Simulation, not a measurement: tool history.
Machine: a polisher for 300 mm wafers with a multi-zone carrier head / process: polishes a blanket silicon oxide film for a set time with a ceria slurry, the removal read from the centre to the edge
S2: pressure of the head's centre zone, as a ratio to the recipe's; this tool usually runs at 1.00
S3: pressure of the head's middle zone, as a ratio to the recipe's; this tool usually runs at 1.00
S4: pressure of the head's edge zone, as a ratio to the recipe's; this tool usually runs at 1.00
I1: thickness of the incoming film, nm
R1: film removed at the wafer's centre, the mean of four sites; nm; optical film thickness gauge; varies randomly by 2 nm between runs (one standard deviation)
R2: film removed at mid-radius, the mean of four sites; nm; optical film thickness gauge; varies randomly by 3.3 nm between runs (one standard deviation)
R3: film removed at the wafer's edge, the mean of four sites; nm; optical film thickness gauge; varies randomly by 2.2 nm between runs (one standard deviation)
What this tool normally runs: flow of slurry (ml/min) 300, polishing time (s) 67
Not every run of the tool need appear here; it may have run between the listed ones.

run 1 day=0.000 | flow_of_slurry_(ml/min)=300 S2=1.00 S3=1.00 S4=1.00 polishing_time_(s)=67 | I1=937.6 | R1=270.6 R2=264.3 R3=263.5
run 2 day=3.679 | flow_of_slurry_(ml/min)=300 S2=1.00 S3=1.00 S4=1.00 polishing_time_(s)=67 | I1=942.7 | R1=266.6 R2=259.9 R3=259.8
run 3 day=5.629 | flow_of_slurry_(ml/min)=300 S2=1.00 S3=1.00 S4=1.00 polishing_time_(s)=67 | I1=959.4 | R1=266.9 R2=260.1 R3=260.0
run 4 day=9.025 | flow_of_slurry_(ml/min)=300 S2=1.00 S3=1.00 S4=1.00 polishing_time_(s)=67 | I1=939.4 | R1=265.0 R2=264.2 R3=263.4
-- day=9.562 worn pad replaced by a new one, repeated, since the last time left the tool worse
-- day=10.583 centre zone pressure recalibrated
-- day=13.625 slurry nozzle cleaned
-- day=13.746 edge zone pressure recalibrated
run 5 day=14.108 | flow_of_slurry_(ml/min)=300 S2=1.00 S3=1.00 S4=1.00 polishing_time_(s)=67 | I1=949.3 | R1=285.2 R2=285.4 R3=282.1
run 6 day=17.500 | flow_of_slurry_(ml/min)=250 S2=1.11 S3=1.00 S4=1.00 polishing_time_(s)=84 | I1=944.4 | R1=386.6 R2=354.5 R3=351.1
run 7 day=19.667 | flow_of_slurry_(ml/min)=205 S2=1.00 S3=1.04 S4=0.94 polishing_time_(s)=85 | I1=966.9 | R1=352.5 R2=369.3 R3=339.6
run 8 day=23.817 | flow_of_slurry_(ml/min)=250 S2=0.96 S3=1.00 S4=1.00 polishing_time_(s)=89 | I1=957.0 | R1=360.4 R2=369.1 R3=369.3
run 9 day=27.688 | flow_of_slurry_(ml/min)=300 S2=1.00 S3=1.00 S4=1.00 polishing_time_(s)=67 | I1=936.1 | R1=284.4 R2=280.8 R3=280.8
run 10 day=29.971 | flow_of_slurry_(ml/min)=385 S2=0.90 S3=0.91 S4=0.91 polishing_time_(s)=67 | I1=931.8 | R1=264.8 R2=264.8 R3=274.3
run 11 day=32.025 | flow_of_slurry_(ml/min)=300 S2=1.08 S3=1.12 S4=1.00 polishing_time_(s)=67 | I1=947.8 | R1=307.6 R2=310.9 R3=277.3
-- day=32.200 slurry nozzle cleaned
-- day=32.388 worn pad replaced by a new one
run 12 day=34.704 | flow_of_slurry_(ml/min)=300 S2=1.00 S3=1.00 S4=1.00 polishing_time_(s)=67 | I1=945.8 | R1=294.0 R2=293.0 R3=286.2
run 13 day=36.979 | flow_of_slurry_(ml/min)=205 S2=1.00 S3=1.04 S4=0.94 polishing_time_(s)=85 | I1=949.9 | R1=352.6 R2=364.3 R3=347.5
run 14 day=39.146 | flow_of_slurry_(ml/min)=300 S2=1.00 S3=1.06 S4=1.08 polishing_time_(s)=67 | I1=951.2 | R1=287.1 R2=298.7 R3=289.0
-- day=40.112 centre zone pressure recalibrated
-- day=40.546 carrier head's membrane replaced by a new one
run 15 day=41.350 | flow_of_slurry_(ml/min)=300 S2=1.00 S3=1.08 S4=1.00 polishing_time_(s)=67 | I1=951.1 | R1=287.8 R2=295.6 R3=282.0
run 16 day=44.596 | flow_of_slurry_(ml/min)=300 S2=1.00 S3=1.00 S4=1.00 polishing_time_(s)=67 | I1=950.5 | R1=290.4 R2=286.5 R3=278.9
run 17 day=48.400 | flow_of_slurry_(ml/min)=300 S2=1.00 S3=1.00 S4=1.00 polishing_time_(s)=67 | I1=932.8 | R1=283.5 R2=283.7 R3=281.8
-- day=51.571 slurry nozzle cleaned
run 18 day=52.262 | flow_of_slurry_(ml/min)=300 S2=1.00 S3=1.00 S4=1.00 polishing_time_(s)=67 | I1=970.6 | R1=281.5 R2=285.6 R3=282.4
-- day=52.658 edge zone pressure recalibrated
run 19 day=54.892 | flow_of_slurry_(ml/min)=220 S2=0.95 S3=1.00 S4=0.93 polishing_time_(s)=82 | I1=931.2 | R1=325.2 R2=337.1 R3=322.4
-- day=55.200 worn pad replaced by a new one
run 20 day=56.425 | flow_of_slurry_(ml/min)=300 S2=1.00 S3=1.00 S4=1.00 polishing_time_(s)=67 | I1=945.7 | R1=289.6 R2=286.4 R3=288.8

For run 21, what comes out?
run 21 day=60.650 | flow_of_slurry_(ml/min)=300 S2=1.00 S3=1.08 S4=1.07 polishing_time_(s)=55 | I1=937.0 | R1=? R2=? R3=?

Run 21 gave R1 237.1 nm, R2 250.6 nm, R3 235.3 nm.
Had the tool carried no hidden state, the very same run would have given R1 243.6 nm, R2 257.5 nm, R3 241.8 nm.
